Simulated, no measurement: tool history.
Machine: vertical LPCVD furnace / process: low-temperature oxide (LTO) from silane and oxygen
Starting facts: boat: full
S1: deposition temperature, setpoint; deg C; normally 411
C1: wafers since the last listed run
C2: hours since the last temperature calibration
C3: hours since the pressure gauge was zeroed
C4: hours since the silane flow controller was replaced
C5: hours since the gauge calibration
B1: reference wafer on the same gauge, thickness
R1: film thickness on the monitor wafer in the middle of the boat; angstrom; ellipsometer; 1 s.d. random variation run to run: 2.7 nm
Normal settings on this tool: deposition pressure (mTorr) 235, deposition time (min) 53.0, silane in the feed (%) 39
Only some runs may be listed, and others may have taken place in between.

{"run": 1, "day": 0.0, "S1": 411, "deposition pressure (mTorr)": 255, "deposition time (min)": 53.0, "silane in the feed (%)": 39, "C1": 0, "C2": 4259.4, "C3": 3431.0, "C4": 3022.1, "C5": 870.1, "B1": 544.73, "R1": 6390.0}
{"run": 2, "day": 1.5, "S1": 411, "deposition pressure (mTorr)": 255, "deposition time (min)": 53.0, "silane in the feed (%)": 39, "C1": 448, "C2": 4295.4, "C3": 3467.0, "C4": 3058.1, "C5": 906.1, "B1": 544.72, "R1": 6371.0}
{"run": 3, "day": 3.642, "S1": 407, "deposition pressure (mTorr)": 235, "deposition time (min)": 53.0, "silane in the feed (%)": 39, "C1": 640, "C2": 4346.8, "C3": 3518.4, "C4": 3109.5, "C5": 957.5, "B1": 544.98, "R1": 5659.5}
{"run": 4, "day": 6.358, "S1": 407, "deposition pressure (mTorr)": 235, "deposition time (min)": 53.0, "silane in the feed (%)": 39, "C1": 812, "C2": 4412.0, "C3": 3583.6, "C4": 3174.7, "C5": 1022.7, "B1": 545.21, "R1": 5668.4}
{"run": 5, "day": 7.392, "S1": 411, "deposition pressure (mTorr)": 235, "deposition time (min)": 53.0, "silane in the feed (%)": 39, "C1": 309, "C2": 4436.8, "C3": 3608.4, "C4": 3199.5, "C5": 1047.5, "B1": 543.98, "R1": 5913.6}
{"run": 6, "day": 9.629, "S1": 411, "deposition pressure (mTorr)": 235, "deposition time (min)": 53.0, "silane in the feed (%)": 39, "C1": 669, "C2": 4490.5, "C3": 3662.1, "C4": 3253.2, "C5": 1101.2, "B1": 545.2, "R1": 5877.8}
{"run": 7, "day": 12.054, "S1": 411, "deposition pressure (mTorr)": 235, "deposition time (min)": 53.0, "silane in the feed (%)": 39, "C1": 725, "C2": 4548.7, "C3": 3720.3, "C4": 3311.4, "C5": 1159.4, "B1": 545.19, "R1": 5924.0}
{"run": 8, "day": 13.129, "S1": 411, "deposition pressure (mTorr)": 235, "deposition time (min)": 53.0, "silane in the feed (%)": 39, "C1": 321, "C2": 4574.5, "C3": 3746.1, "C4": 3337.2, "C5": 1185.2, "B1": 544.91, "R1": 5864.4}
{"run": 9, "day": 15.783, "S1": 411, "deposition pressure (mTorr)": 235, "deposition time (min)": 53.0, "silane in the feed (%)": 39, "C1": 793, "C2": 4638.2, "C3": 3809.8, "C4": 3400.9, "C5": 1248.9, "B1": 545.5, "R1": 5932.5}
{"run": 10, "day": 17.988, "S1": 411, "deposition pressure (mTorr)": 235, "deposition time (min)": 53.0, "silane in the feed (%)": 39, "C1": 659, "C2": 4691.1, "C3": 3862.7, "C4": 3453.8, "C5": 1301.8, "B1": 544.85, "R1": 5903.2}
{"run": 11, "day": 20.554, "S1": 411, "deposition pressure (mTorr)": 235, "deposition time (min)": 53.0, "silane in the feed (%)": 39, "C1": 767, "C2": 4752.7, "C3": 3924.3, "C4": 3515.4, "C5": 1363.4, "B1": 546.21, "R1": 5937.8}
{"run": 12, "day": 21.733, "S1": 411, "deposition pressure (mTorr)": 235, "deposition time (min)": 53.0, "silane in the feed (%)": 39, "C1": 352, "C2": 4781.0, "C3": 3952.6, "C4": 3543.7, "C5": 1391.7, "B1": 545.0, "R1": 5946.6}
{"day": 23.262, "done": "gauge calibrated"}
{"run": 13, "day": 23.596, "S1": 411, "deposition pressure (mTorr)": 235, "deposition time (min)": 69.0, "silane in the feed (%)": 39, "C1": 556, "C2": 4825.7, "C3": 3997.3, "C4": 3588.4, "C5": 8.0, "B1": 545.32, "R1": 7730.0}
{"day": 27.771, "done": "thermocouples replaced and temperature profile calibrated"}
{"day": 30.021, "done": "pressure gauge zeroed"}
{"run": 14, "day": 30.404, "S1": 411, "deposition pressure (mTorr)": 235, "deposition time (min)": 69.0, "silane in the feed (%)": 39, "C1": 1437, "C2": 63.2, "C3": 9.2, "C4": 3751.8, "C5": 171.4, "B1": 545.06, "R1": 7656.2}
{"run": 15, "day": 32.238, "S1": 411, "deposition pressure (mTorr)": 255, "deposition time (min)": 53.0, "silane in the feed (%)": 34, "C1": 548, "C2": 107.2, "C3": 53.2, "C4": 3795.8, "C5": 215.4, "B1": 544.83, "R1": 5416.4}
{"run": 16, "day": 34.692, "S1": 411, "deposition pressure (mTorr)": 235, "deposition time (min)": 41.5, "silane in the feed (%)": 39, "C1": 733, "C2": 166.1, "C3": 112.1, "C4": 3854.7, "C5": 274.3, "B1": 546.06, "R1": 4643.7}
{"run": 17, "day": 37.3, "S1": 417, "deposition pressure (mTorr)": 180, "deposition time (min)": 53.0, "silane in the feed (%)": 35, "C1": 780, "C2": 228.7, "C3": 174.7, "C4": 3917.3, "C5": 336.9, "B1": 545.67, "R1": 4223.5}
{"run": 18, "day": 38.971, "S1": 411, "deposition pressure (mTorr)": 235, "deposition time (min)": 53.0, "silane in the feed (%)": 39, "C1": 499, "C2": 268.8, "C3": 214.8, "C4": 3957.4, "C5": 377.0, "B1": 544.64, "R1": 5893.7}
{"day": 42.146, "done": "silane flow controller replaced"}
{"run": 19, "day": 42.167, "S1": 411, "deposition pressure (mTorr)": 235, "deposition time (min)": 53.0, "silane in the feed (%)": 39, "C1": 656, "C2": 345.5, "C3": 291.5, "C4": 0.5, "C5": 453.7, "B1": 545.73, "R1": 5893.3}
{"run": 20, "day": 42.783, "S1": 411, "deposition pressure (mTorr)": 235, "deposition time (min)": 67.0, "silane in the feed (%)": 39, "C1": 184, "C2": 360.3, "C3": 306.3, "C4": 15.3, "C5": 468.5, "B1": 544.77, "R1": 7542.9}
{"run": 21, "day": 44.75, "S1": 407, "deposition pressure (mTorr)": 260, "deposition time (min)": 53.0, "silane in the feed (%)": 42, "C1": 588, "C2": 407.5, "C3": 353.5, "C4": 62.5, "C5": 515.7, "B1": 544.27, "R1": 6841.5}
{"run": 22, "day": 46.917, "S1": 407, "deposition pressure (mTorr)": 200, "deposition time (min)": 53.0, "silane in the feed (%)": 45, "C1": 647, "C2": 459.5, "C3": 405.5, "C4": 114.5, "C5": 567.7, "B1": 545.17, "R1": 5646.7}
{"run": 23, "day": 48.375, "S1": 416, "deposition pressure (mTorr)": 190, "deposition time (min)": 41.0, "silane in the feed (%)": 34, "C1": 436, "C2": 494.5, "C3": 440.5, "C4": 149.5, "C5": 602.7, "B1": 545.28, "R1": 3266.5}
{"run": 24, "day": 50.358, "S1": 404, "deposition pressure (mTorr)": 205, "deposition time (min)": 53.0, "silane in the feed (%)": 39, "C1": 593, "C2": 542.1, "C3": 488.1, "C4": 197.1, "C5": 650.3, "B1": 544.84, "R1": 4791.6}
{"run": 25, "day": 51.471, "S1": 411, "deposition pressure (mTorr)": 235, "deposition time (min)": 40.5, "silane in the feed (%)": 39, "C1": 332, "C2": 568.8, "C3": 514.8, "C4": 223.8, "C5": 677.0, "B1": 545.84, "R1": 4498.0}
{"run": 26, "day": 53.762, "S1": 411, "deposition pressure (mTorr)": 235, "deposition time (min)": 53.0, "silane in the feed (%)": 39, "C1": 685, "C2": 623.8, "C3": 569.8, "C4": 278.8, "C5": 732.0, "B1": 545.41, "R1": 5867.0}
{"run": 27, "day": 56.462, "S1": 415, "deposition pressure (mTorr)": 210, "deposition time (min)": 67.5, "silane in the feed (%)": 45, "C1": 807, "C2": 688.6, "C3": 634.6, "C4": 343.6, "C5": 796.8, "B1": 544.6, "R1": 8194.0}
{"run": 28, "day": 58.067, "S1": 407, "deposition pressure (mTorr)": 260, "deposition time (min)": 53.0, "silane in the feed (%)": 42, "C1": 479, "C2": 727.1, "C3": 673.1, "C4": 382.1, "C5": 835.3, "B1": 544.78, "R1": 6775.6}
{"run": 29, "day": 60.892, "S1": 400, "deposition pressure (mTorr)": 270, "deposition time (min)": 62.0, "silane in the feed (%)": 34, "C1": 844, "C2": 794.9, "C3": 740.9, "C4": 449.9, "C5": 903.1, "B1": 544.53, "R1": 5925.1}

List, for all runs, the conditions of the tool that the log does not record:
true tube temperature minus thermocouple reading, K: 0 in every run
true pressure minus gauge reading, mTorr: 0 in every run
deviation of the silane flow from its setpoint, %: 0 in every run
gauge reads high (%): 0 in every run

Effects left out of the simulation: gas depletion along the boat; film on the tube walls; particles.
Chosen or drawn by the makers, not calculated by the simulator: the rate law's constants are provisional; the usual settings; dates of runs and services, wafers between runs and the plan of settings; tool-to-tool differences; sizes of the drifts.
